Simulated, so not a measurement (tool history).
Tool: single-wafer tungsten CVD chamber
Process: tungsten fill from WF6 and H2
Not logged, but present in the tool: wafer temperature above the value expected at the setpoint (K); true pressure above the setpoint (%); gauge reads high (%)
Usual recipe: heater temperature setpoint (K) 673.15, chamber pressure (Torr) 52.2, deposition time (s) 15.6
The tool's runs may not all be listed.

run	hour	heater temperature setpoint (K)	chamber pressure (Torr)	deposition time (s)	wafers since the last listed run	hours since the last thermocouple change	hours since the last manometer calibration	hours since the showerhead was replaced	hours since the gauge calibration	read-back reference wafer on the same gauge, thickness_nm	mean film thickness on the monitor wafer (nm)
1	0	663.15	59.3	15.6	0	91.6	1637.2	1441.7	1031.6	63.589	53.36
2	88.7	663.15	59.3	15.6	2705	180.3	1725.9	1530.4	1120.3	63.596	52.917
3	155.2	663.15	59.3	15.6	2028	246.8	1792.4	1596.9	1186.8	63.652	53.207
4	248.5	673.15	52.2	15.6	2845	340.1	1885.7	1690.2	1280.1	63.619	59.784
5	309.6	673.15	52.2	15.6	1863	401.2	1946.8	1751.3	1341.2	63.635	59.253
6	408.2	673.15	52.2	15.6	3007	499.8	2045.4	1849.9	1439.8	63.561	59.438
7	507.3	662.15	62.6	15.6	3022	598.9	2144.5	1949	1538.9	63.531	53.167
8	550.4	662.15	62.6	15.6	1314	642	2187.6	1992.1	1582	63.583	53.415
9	636.8	662.15	62.6	15.6	2635	728.4	2274	2078.5	1668.4	63.644	53.263
10	699.7	673.15	52.2	15.6	1918	791.3	2336.9	2141.4	1731.3	63.593	58.857
11	774.8	673.15	52.2	15.6	2290	866.4	2412	2216.5	1806.4	63.589	59.02
12	866.8	673.15	52.2	15.6	2806	958.4	2504	2308.5	1898.4	63.637	59.025
# hour 900.1: gauge calibrated
# hour 917: capacitance manometer re-zeroed and calibrated
13	935.7	667.15	43.8	15.6	1857	1027.3	18.7	2377.4	35.6	63.6	50.38
14	1005.7	673.15	52.2	15.6	2135	1097.3	88.7	2447.4	105.6	63.627	61.01
15	1066.5	673.15	52.2	15.6	1854	1158.1	149.5	2508.2	166.4	63.615	61.315
16	1141.1	687.15	40.7	18.2	2275	1232.7	224.1	2582.8	241	63.571	79.214
17	1212	665.15	52.2	17.5	2162	1303.6	295	2653.7	311.9	63.599	59.233
18	1253.4	673.15	52.2	15.6	1262	1345	336.4	2695.1	353.3	63.591	60.667
19	1312.1	664.15	52.2	15.6	1790	1403.7	395.1	2753.8	412	63.576	51.814
# hour 1321.9: thermocouple changed; heater temperature recalibrated
# hour 1382.5: showerhead replaced
20	1415	673.15	60.3	13.9	2650	93.1	498	32.5	514.9	63.574	58.217
21	1483.6	673.15	55.8	12.7	2092	161.7	566.6	101.1	583.5	63.572	51.031
22	1588.3	665.15	41	18.6	3193	266.4	671.3	205.8	688.2	63.625	55.848
23	1745.7	663.15	52.2	15.6	4801	423.8	828.7	363.2	845.6	63.604	50.915
24	1851.6	673.15	52.2	15.6	3230	529.7	934.6	469.1	951.5	63.635	60.915
25	1941.4	661.15	52.2	12.6	2739	619.5	1024.4	558.9	1041.3	63.632	39.698

What the log doesn't show, run by run:
wafer temperature above the value expected at the setpoint (K): 0 at every run
gauge reads high (%): 0 at every run
H1: true pressure above the setpoint (%)
run	H1
1	-2.79
2	-3.08
3	-3.32
4	-3.66
5	-3.89
6	-4.29
7	-4.7
8	-4.89
9	-5.27
10	-5.56
11	-5.92
12	-6.37
13	0.215
14	0.207
15	0.193
16	0.165
17	0.128
18	0.102
19	0.0593
20	-0.0326
21	-0.106
22	-0.235
23	-0.471
24	-0.658
25	-0.833
